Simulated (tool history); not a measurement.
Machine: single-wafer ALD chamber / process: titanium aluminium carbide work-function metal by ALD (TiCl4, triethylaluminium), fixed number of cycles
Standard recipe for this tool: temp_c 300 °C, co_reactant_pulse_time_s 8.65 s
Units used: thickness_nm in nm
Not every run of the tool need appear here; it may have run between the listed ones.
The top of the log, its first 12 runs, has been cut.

run	day	temp_c	co_reactant_pulse_time_s	wafers since the last listed run	hours since the last thermocouple change	hours since the last triethylaluminium bottle change	hours since the showerhead was replaced	hours since the gauge calibration	read-back reference wafer on the same gauge, thickness_nm	thickness_nm
# day 5.654: gauge calibrated
13	6.112	305	10.12	102	2221.5	930.4	6004.6	11	1.728	1.951
14	6.554	300	8.65	79	2232.1	941	6015.2	21.6	1.729	1.853
15	6.9	308	7.73	62	2240.4	949.3	6023.5	29.9	1.73	1.844
16	9.142	300	8.65	402	2294.2	1003.1	6077.3	83.7	1.73	1.846
17	9.404	291	5.43	47	2300.5	1009.4	6083.6	90	1.731	1.464
# day 9.767: triethylaluminium bottle replaced
18	9.892	304	10.7	27	2312.2	3	6095.3	101.7	1.731	1.994
19	10.221	308	7.68	59	2320.1	10.9	6103.2	109.6	1.729	1.902
20	10.858	296	9.85	114	2335.4	26.2	6118.5	124.9	1.73	1.918
21	11.333	306	7.67	85	2346.8	37.6	6129.9	136.3	1.731	1.882
# day 12.317: thermocouple changed; heater temperature recalibrated
# day 12.396: showerhead replaced
22	12.417	300	9.9	120	2.4	63.6	0.5	162.3	1.731	1.936
23	13.125	300	8.65	127	19.4	80.6	17.5	179.3	1.731	1.901
24	13.629	293	11.56	90	31.5	92.7	29.6	191.4	1.729	1.924
25	14.017	308	6.47	69	40.8	102	38.9	200.7	1.731	1.774
26	14.654	300	8.65	114	56.1	117.3	54.2	216	1.729	1.889
27	14.912	306	7.28	46	62.3	123.5	60.4	222.2	1.73	1.842
28	15.429	312	10.86	92	74.7	135.9	72.8	234.6	1.73	2.045
29	15.804	291	8.65	67	83.7	144.9	81.8	243.6	1.729	1.818
30	16.279	286	8.65	85	95.1	156.3	93.2	255	1.731	1.781

The next listed run, before its measurement:
31	17.008	295	7.57	130	112.6	173.8	110.7	272.5	?	?

{"run 31": {"read-back reference wafer on the same gauge, thickness_nm": 1.729, "thickness_nm": 1.785}}
On a tool with no hidden condition, and with the same random variation, this run would have come out at thickness_nm 1.818 nm.
